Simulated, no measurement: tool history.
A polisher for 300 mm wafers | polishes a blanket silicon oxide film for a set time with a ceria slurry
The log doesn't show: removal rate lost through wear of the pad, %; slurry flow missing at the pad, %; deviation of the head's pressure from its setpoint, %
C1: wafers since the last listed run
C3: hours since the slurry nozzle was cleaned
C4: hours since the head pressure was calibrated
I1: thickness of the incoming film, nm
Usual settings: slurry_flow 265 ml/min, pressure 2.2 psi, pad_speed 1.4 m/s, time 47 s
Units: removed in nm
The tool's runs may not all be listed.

Run 1, hour 0: usual settings; C1 0; wafers polished on this pad 392; C3 468; C4 637.1; I1 1323.4. Result: removed 217.4 nm.
At hour 0.7: head pressure recalibrated.
Run 2, hour 69.4: usual settings; C1 900; wafers polished on this pad 1292; C3 537.4; C4 68.7; I1 1303.2. Result: removed 218.6 nm.
Run 3, hour 113: usual settings; C1 571; wafers polished on this pad 1863; C3 581; C4 112.3; I1 1302.1. Result: removed 217.6 nm.
At hour 209.4: worn pad replaced by a new one.
Run 4, hour 211.7: usual settings; C1 1240; wafers polished on this pad 29; C3 679.7; C4 211; I1 1347. Result: removed 214.9 nm.
Run 5, hour 284.1: usual settings; C1 948; wafers polished on this pad 977; C3 752.1; C4 283.4; I1 1315.4. Result: removed 215.7 nm.
Run 6, hour 322.2: usual settings; C1 499; wafers polished on this pad 1477; C3 790.2; C4 321.5; I1 1332.7. Result: removed 218.8 nm.
Run 7, hour 393.8: usual settings but pad_speed 1.02 m/s; C1 937; wafers polished on this pad 2414; C3 861.8; C4 393.1; I1 1337.8. Result: removed 159.9 nm.
At hour 442.8: worn pad replaced by a new one.
At hour 450: slurry nozzle cleaned.
Run 8, hour 468.8: usual settings but pad_speed 1.02 m/s; C1 916; wafers polished on this pad 327; C3 18.8; C4 468.1; I1 1316.4. Result: removed 153.4 nm.
Run 9, hour 567.8: usual settings but slurry_flow 335 ml/min; C1 1296; wafers polished on this pad 1624; C3 117.8; C4 567.1; I1 1331.2. Result: removed 215.9 nm.
Run 10, hour 623: usual settings but pressure 2.6 psi; C1 723; wafers polished on this pad 2347; C3 173; C4 622.3; I1 1329.3. Result: removed 243.4 nm.
At hour 635.9: worn pad replaced by a new one.
At hour 644.5: slurry nozzle cleaned, repeated, since the last time left the tool worse.
Run 11, hour 676.9: usual settings but pressure 2.6 psi; C1 640; wafers polished on this pad 524; C3 32.4; C4 676.2; I1 1338.2. Result: removed 271.8 nm.
At hour 718.5: head pressure recalibrated.
Run 12, hour 748.3: usual settings but pressure 1.7 psi, pad_speed 1.74 m/s; C1 909; wafers polished on this pad 1433; C3 103.8; C4 29.8; I1 1296.9. Result: removed 222.9 nm.
Run 13, hour 821.9: usual settings but pressure 1.7 psi, pad_speed 1.74 m/s; C1 964; wafers polished on this pad 2397; C3 177.4; C4 103.4; I1 1321.5. Result: removed 218.2 nm.
At hour 839.2: worn pad replaced by a new one.
Run 14, hour 870.2: usual settings but slurry_flow 210 ml/min, pressure 1.5 psi, pad_speed 1.22 m/s; C1 580; wafers polished on this pad 405; C3 225.7; C4 151.7; I1 1348.9. Result: removed 130.7 nm.
Run 15, hour 965.8: usual settings but slurry_flow 220 ml/min, pressure 2.8 psi, time 61 s; C1 1252; wafers polished on this pad 1657; C3 321.3; C4 247.3; I1 1338.3. Result: removed 356.2 nm.
Run 16, hour 1011.3: usual settings; C1 596; wafers polished on this pad 2253; C3 366.8; C4 292.8; I1 1328.9. Result: removed 224.5 nm.
At hour 1038.1: worn pad replaced by a new one.
Run 17, hour 1109.9: usual settings; C1 1239; wafers polished on this pad 940; C3 465.4; C4 391.4; I1 1316.8. Result: removed 219.1 nm.

Measured less the same run without the tool's hidden state. The same run-to-run variation is in both; the gauge's scatter may not be:
run  removed
  1       -8
  2     -8.5
  3     -8.7
  4     -9.1
  5     -9.3
  6     -9.6
  7     -7.1
  8    -13.3
  9    -19.6
 10    -32.4
 11       -1
 12     -2.1
 13     -3.3
 14       -3
 15    -10.1
 16     -5.6
 17     -6.3
